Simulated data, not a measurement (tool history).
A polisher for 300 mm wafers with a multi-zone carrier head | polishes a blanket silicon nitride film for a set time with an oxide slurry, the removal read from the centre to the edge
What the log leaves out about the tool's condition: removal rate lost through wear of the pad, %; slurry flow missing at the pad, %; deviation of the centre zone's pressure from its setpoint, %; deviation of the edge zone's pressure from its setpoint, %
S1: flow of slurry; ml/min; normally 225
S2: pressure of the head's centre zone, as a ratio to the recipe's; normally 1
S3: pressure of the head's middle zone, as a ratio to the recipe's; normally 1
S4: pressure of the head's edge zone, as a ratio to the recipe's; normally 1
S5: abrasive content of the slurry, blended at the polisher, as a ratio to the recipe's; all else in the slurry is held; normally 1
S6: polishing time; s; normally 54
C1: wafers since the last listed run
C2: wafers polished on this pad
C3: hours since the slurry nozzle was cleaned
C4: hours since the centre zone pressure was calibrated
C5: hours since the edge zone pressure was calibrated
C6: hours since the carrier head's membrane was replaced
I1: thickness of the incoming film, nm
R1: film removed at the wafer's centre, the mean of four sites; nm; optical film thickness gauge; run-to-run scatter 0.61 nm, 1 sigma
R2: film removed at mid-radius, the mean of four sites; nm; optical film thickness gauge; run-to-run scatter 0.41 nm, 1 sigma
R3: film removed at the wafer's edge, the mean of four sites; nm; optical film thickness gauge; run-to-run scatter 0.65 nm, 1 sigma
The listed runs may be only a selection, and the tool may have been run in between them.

Run 1, hour 0: usual settings but S6 36 s; C1 0; C2 2942; C3 523; C4 57.3; C5 512.1; C6 78.6; I1 258.6. Result: R1 29 nm, R2 29.3 nm, R3 30.6 nm.
Run 2, hour 42.6: usual settings; C1 489; C2 3431; C3 565.6; C4 99.9; C5 554.7; C6 121.2; I1 263.4. Result: R1 43.6 nm, R2 44.1 nm, R3 45 nm.
At hour 59.5: slurry nozzle cleaned.
Run 3, hour 132.7: usual settings but S1 180 ml/min, S2 1.05, S3 1.03, S6 65 s; C1 1023; C2 4454; C3 73.2; C4 190; C5 644.8; C6 211.3; I1 261.8. Result: R1 54.9 nm, R2 54.1 nm, R3 55.5 nm.
Run 4, hour 193.6: usual settings but S2 1.05, S3 1.05, S5 0.9; C1 699; C2 5154; C3 134.1; C4 250.9; C5 705.7; C6 272.2; I1 259.9. Result: R1 44.8 nm, R2 45.8 nm, R3 43.5 nm.
Run 5, hour 251.7: usual settings; C1 667; C2 5821; C3 192.2; C4 309; C5 763.8; C6 330.3; I1 262. Result: R1 44.6 nm, R2 44.7 nm, R3 44.3 nm.
At hour 261.7: worn pad replaced by a new one.
Run 6, hour 335.1: usual settings but S1 290 ml/min, S2 1.07, S3 0.95; C1 912; C2 843; C3 275.6; C4 392.4; C5 847.2; C6 413.7; I1 262. Result: R1 48.1 nm, R2 43.7 nm, R3 44.8 nm.
At hour 337.1: edge zone pressure recalibrated.
Run 7, hour 387.9: usual settings but S1 200 ml/min, S3 1.09; C1 583; C2 1426; C3 328.4; C4 445.2; C5 50.8; C6 466.5; I1 259. Result: R1 43.1 nm, R2 47.1 nm, R3 45.2 nm.
Run 8, hour 454: usual settings; C1 759; C2 2186; C3 394.5; C4 511.3; C5 116.9; C6 532.6; I1 260.8. Result: R1 42.6 nm, R2 44.3 nm, R3 45.2 nm.
Run 9, hour 548.4: usual settings but S3 0.96, S6 71 s; C1 1084; C2 3270; C3 488.9; C4 605.7; C5 211.3; C6 627; I1 259.2. Result: R1 55.3 nm, R2 56.3 nm, R3 57.8 nm.
Run 10, hour 653.1: usual settings but S1 150 ml/min, S2 0.96, S4 1.11, S5 1.1; C1 1202; C2 4473; C3 593.6; C4 710.4; C5 316; C6 731.7; I1 261.9. Result: R1 40 nm, R2 43.8 nm, R3 47.2 nm.
At hour 673.1: slurry nozzle cleaned.
At hour 700.6: carrier head's membrane replaced by a new one.
Run 11, hour 701.1: usual settings but S4 0.89; C1 482; C2 4955; C3 28; C4 758.4; C5 364; C6 0.5; I1 256.1. Result: R1 43.7 nm, R2 46 nm, R3 43.2 nm.
Run 12, hour 773.1: usual settings; C1 827; C2 5782; C3 100; C4 830.4; C5 436; C6 72.5; I1 255. Result: R1 42.3 nm, R2 45.6 nm, R3 46.6 nm.
Run 13, hour 864.8: usual settings but S2 0.89, S5 1.1; C1 1053; C2 6836; C3 191.7; C4 922.1; C5 527.7; C6 164.2; I1 255.9. Result: R1 38.3 nm, R2 46.3 nm, R3 45.6 nm.
At hour 908.5: worn pad replaced by a new one.
Run 14, hour 958.9: usual settings but S2 0.93; C1 1034; C2 579; C3 285.8; C4 1016.2; C5 621.8; C6 258.3; I1 260.7. Result: R1 37 nm, R2 44.4 nm, R3 44.8 nm.
At hour 976.6: centre zone pressure recalibrated.
Run 15, hour 1019.4: usual settings but S3 0.89; C1 671; C2 1251; C3 346.3; C4 42.8; C5 682.3; C6 318.8; I1 263.1. Result: R1 44.5 nm, R2 40.8 nm, R3 45.9 nm.
Run 16, hour 1087.2: usual settings but S3 0.92; C1 778; C2 2030; C3 414.1; C4 110.6; C5 750.1; C6 386.6; I1 266. Result: R1 42.7 nm, R2 41 nm, R3 44.7 nm.
At hour 1111.1: edge zone pressure recalibrated.
Run 17, hour 1144.5: usual settings; C1 635; C2 2665; C3 471.4; C4 167.9; C5 33.4; C6 443.9; I1 263.8. Result: R1 44 nm, R2 44.3 nm, R3 45 nm.
Run 18, hour 1204.2: usual settings but S1 255 ml/min, S3 0.94, S6 41 s; C1 685; C2 3351; C3 531.1; C4 227.6; C5 93.1; C6 503.6; I1 259.6. Result: R1 34.7 nm, R2 32.1 nm, R3 34.2 nm.
Run 19, hour 1280.4: usual settings; C1 875; C2 4226; C3 607.3; C4 303.8; C5 169.3; C6 579.8; I1 258.2. Result: R1 42.8 nm, R2 44.9 nm, R3 44.4 nm.
At hour 1309.3: slurry nozzle cleaned.
Run 20, hour 1349: usual settings; C1 776; C2 5003; C3 39.7; C4 372.4; C5 237.9; C6 648.4; I1 260.8. Result: R1 45.7 nm, R2 45.8 nm, R3 47.1 nm.
Run 21, hour 1411.8: usual settings but S3 0.9, S4 0.9, S5 0.8, S6 59 s; C1 721; C2 5724; C3 102.5; C4 435.2; C5 300.7; C6 711.2; I1 259.7. Result: R1 45.6 nm, R2 41.8 nm, R3 43.7 nm.

Below are 4 alternative next runs, each starting from the tool's condition after run 21. Predict each:
Run A, hour 1412.2: usual settings; C1 4; C2 5729; C3 102.9; C4 435.6; C5 301.1; C6 711.6; I1 258. Result: R1 ?, R2 ?, R3 ?.
Run B, hour 1412.2: usual settings but S2 1.06, S3 0.93, S4 0.88, S6 72 s; C1 4; C2 5729; C3 102.9; C4 435.6; C5 301.1; C6 711.6; I1 258. Result: R1 ?, R2 ?, R3 ?.
Run C, hour 1412.2: usual settings but S1 300 ml/min, S2 1.08, S4 1.04; C1 4; C2 5729; C3 102.9; C4 435.6; C5 301.1; C6 711.6; I1 258. Result: R1 ?, R2 ?, R3 ?.
Run D, hour 1412.2: usual settings but S1 175 ml/min, S4 1.05; C1 4; C2 5729; C3 102.9; C4 435.6; C5 301.1; C6 711.6; I1 258. Result: R1 ?, R2 ?, R3 ?.

run    R1    R2    R3
  A  44.5  45.3  44.9
  B  62.9  56.8  56.4
  C  49.4  46.3  46.6
  D  43.4  44.3  45.2
Had the tool no hidden state, the same runs would have come out as:
run    R1    R2    R3
  A  46.3    46  45.4
  B  65.4  57.7  57.1
  C  51.2  46.9    47
  D  45.3  45.1  45.8
